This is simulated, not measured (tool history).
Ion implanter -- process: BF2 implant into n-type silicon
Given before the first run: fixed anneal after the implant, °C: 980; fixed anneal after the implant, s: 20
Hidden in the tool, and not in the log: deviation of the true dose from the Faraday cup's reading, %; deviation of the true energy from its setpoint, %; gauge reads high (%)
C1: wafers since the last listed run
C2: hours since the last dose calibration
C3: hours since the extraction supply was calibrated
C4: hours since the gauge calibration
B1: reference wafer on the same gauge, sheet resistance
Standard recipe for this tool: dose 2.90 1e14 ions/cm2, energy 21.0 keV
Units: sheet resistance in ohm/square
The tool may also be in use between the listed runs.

run 1 day=0.000 | dose=2.90 energy=25.5 | C1=0 C2=476.4 C3=2609.5 C4=736.2 | B1=424.20 | sheet_resistance=423.51
run 2 day=1.708 | dose=2.90 energy=21.0 | C1=728 C2=517.4 C3=2650.5 C4=777.2 | B1=424.04 | sheet_resistance=429.66
run 3 day=5.492 | dose=2.90 energy=21.0 | C1=1614 C2=608.2 C3=2741.3 C4=868.0 | B1=424.22 | sheet_resistance=428.06
run 4 day=9.842 | dose=3.38 energy=21.0 | C1=1856 C2=712.6 C3=2845.7 C4=972.4 | B1=423.83 | sheet_resistance=381.33
run 5 day=12.425 | dose=3.35 energy=17.5 | C1=1102 C2=774.6 C3=2907.7 C4=1034.4 | B1=423.72 | sheet_resistance=393.32
run 6 day=15.842 | dose=2.90 energy=17.0 | C1=1457 C2=856.6 C3=2989.7 C4=1116.4 | B1=423.89 | sheet_resistance=440.14
run 7 day=17.542 | dose=2.90 energy=17.0 | C1=725 C2=897.4 C3=3030.5 C4=1157.2 | B1=424.13 | sheet_resistance=438.95
run 8 day=19.738 | dose=2.90 energy=21.0 | C1=936 C2=950.1 C3=3083.2 C4=1209.9 | B1=424.64 | sheet_resistance=424.70
run 9 day=21.442 | dose=2.90 energy=21.0 | C1=727 C2=991.0 C3=3124.1 C4=1250.8 | B1=423.81 | sheet_resistance=425.65
run 10 day=28.846 | dose=2.90 energy=21.0 | C1=3159 C2=1168.7 C3=3301.8 C4=1428.5 | B1=424.01 | sheet_resistance=424.27
run 11 day=30.438 | dose=2.90 energy=21.0 | C1=679 C2=1206.9 C3=3340.0 C4=1466.7 | B1=423.79 | sheet_resistance=424.26
run 12 day=34.200 | dose=2.90 energy=21.0 | C1=1605 C2=1297.2 C3=3430.3 C4=1557.0 | B1=423.67 | sheet_resistance=425.28
run 13 day=38.425 | dose=2.90 energy=21.0 | C1=1802 C2=1398.6 C3=3531.7 C4=1658.4 | B1=425.18 | sheet_resistance=424.41
run 14 day=40.912 | dose=2.90 energy=21.0 | C1=1061 C2=1458.3 C3=3591.4 C4=1718.1 | B1=424.04 | sheet_resistance=424.87
-- day=42.896 gauge calibrated
run 15 day=44.854 | dose=2.90 energy=21.0 | C1=1681 C2=1552.9 C3=3686.0 C4=47.0 | B1=424.39 | sheet_resistance=424.75
run 16 day=47.246 | dose=2.51 energy=27.5 | C1=1020 C2=1610.3 C3=3743.4 C4=104.4 | B1=423.35 | sheet_resistance=469.61
run 17 day=49.150 | dose=3.26 energy=17.0 | C1=812 C2=1656.0 C3=3789.1 C4=150.1 | B1=424.07 | sheet_resistance=401.67
run 18 day=52.283 | dose=2.61 energy=21.0 | C1=1337 C2=1731.2 C3=3864.3 C4=225.3 | B1=423.95 | sheet_resistance=462.74
run 19 day=56.242 | dose=3.58 energy=21.0 | C1=1689 C2=1826.2 C3=3959.3 C4=320.3 | B1=423.11 | sheet_resistance=365.08
run 20 day=60.608 | dose=2.43 energy=21.0 | C1=1863 C2=1931.0 C3=4064.1 C4=425.1 | B1=423.42 | sheet_resistance=489.99
run 21 day=64.350 | dose=2.90 energy=21.0 | C1=1596 C2=2020.8 C3=4153.9 C4=514.9 | B1=423.91 | sheet_resistance=424.09
run 22 day=70.896 | dose=2.90 energy=21.0 | C1=2793 C2=2177.9 C3=4311.0 C4=672.0 | B1=424.19 | sheet_resistance=425.24
run 23 day=73.621 | dose=3.35 energy=16.5 | C1=1162 C2=2243.3 C3=4376.4 C4=737.4 | B1=424.35 | sheet_resistance=394.69
run 24 day=77.958 | dose=3.29 energy=21.0 | C1=1850 C2=2347.4 C3=4480.5 C4=841.5 | B1=423.35 | sheet_resistance=386.00
-- day=78.329 Faraday cup replaced and dose calibrated
-- day=81.062 extraction supply calibrated
run 25 day=81.121 | dose=2.90 energy=24.0 | C1=1064 C2=67.0 C3=1.4 C4=917.4 | B1=423.50 | sheet_resistance=457.57
run 26 day=84.671 | dose=2.90 energy=14.0 | C1=1514 C2=152.2 C3=86.6 C4=1002.6 | B1=424.77 | sheet_resistance=487.69
run 27 day=91.771 | dose=2.22 energy=21.0 | C1=3029 C2=322.6 C3=257.0 C4=1173.0 | B1=425.11 | sheet_resistance=569.94
run 28 day=96.025 | dose=2.90 energy=21.0 | C1=1815 C2=424.7 C3=359.1 C4=1275.1 | B1=423.94 | sheet_resistance=453.69
run 29 day=97.683 | dose=2.90 energy=21.0 | C1=707 C2=464.5 C3=398.9 C4=1314.9 | B1=423.91 | sheet_resistance=453.24
run 30 day=100.412 | dose=2.67 energy=19.0 | C1=1164 C2=530.0 C3=464.4 C4=1380.4 | B1=424.17 | sheet_resistance=488.54
run 31 day=104.588 | dose=3.37 energy=27.5 | C1=1781 C2=630.2 C3=564.6 C4=1480.6 | B1=424.24 | sheet_resistance=395.57
run 32 day=108.438 | dose=3.25 energy=21.0 | C1=1642 C2=722.6 C3=657.0 C4=1573.0 | B1=424.21 | sheet_resistance=411.95
run 33 day=112.138 | dose=2.90 energy=21.0 | C1=1578 C2=811.4 C3=745.8 C4=1661.8 | B1=423.79 | sheet_resistance=452.95
-- day=114.004 Faraday cup replaced and dose calibrated, repeated, since the last time left the tool worse
run 34 day=114.650 | dose=3.26 energy=25.5 | C1=929 C2=15.5 C3=806.1 C4=1722.1 | B1=424.22 | sheet_resistance=391.04
run 35 day=118.454 | dose=3.44 energy=13.5 | C1=1623 C2=106.8 C3=897.4 C4=1813.4 | B1=424.20 | sheet_resistance=416.86
-- day=120.304 gauge calibrated
run 36 day=122.442 | dose=2.90 energy=21.0 | C1=1701 C2=202.5 C3=993.1 C4=51.3 | B1=423.95 | sheet_resistance=433.71
run 37 day=123.958 | dose=2.90 energy=21.0 | C1=647 C2=238.9 C3=1029.5 C4=87.7 | B1=423.75 | sheet_resistance=433.98

Describe how what the log doesn't record of the tool's condition differs between the last listed run preceding each entry between runs and the first listed run following it.
Logged between run 14 and run 15: gauge calibrated (day 42.896)
  deviation of the true dose from the Faraday cup's reading, %: 3.49 -> 3.55
  difference, measured minus the result without the unlogged condition, sheet resistance: -11.61 -> -11.83 ohm/square
Logged between run 24 and run 25: Faraday cup replaced and dose calibrated (day 78.329); extraction supply calibrated (day 81.062)
  deviation of the true dose from the Faraday cup's reading, %: 3.87 -> -6.2
  difference, measured minus the result without the unlogged condition, sheet resistance: -11.10 -> +23.32 ohm/square
Logged between run 33 and run 34: Faraday cup replaced and dose calibrated, repeated, since the last time left the tool worse (day 114.004)
  deviation of the true dose from the Faraday cup's reading, %: -3.82 -> 0.315
  difference, measured minus the result without the unlogged condition, sheet resistance: +13.83 -> -0.99 ohm/square
Logged between run 35 and run 36: gauge calibrated (day 120.304)
  deviation of the true dose from the Faraday cup's reading, %: 0.786 -> 1.22
  difference, measured minus the result without the unlogged condition, sheet resistance: -2.01 -> -4.18 ohm/square
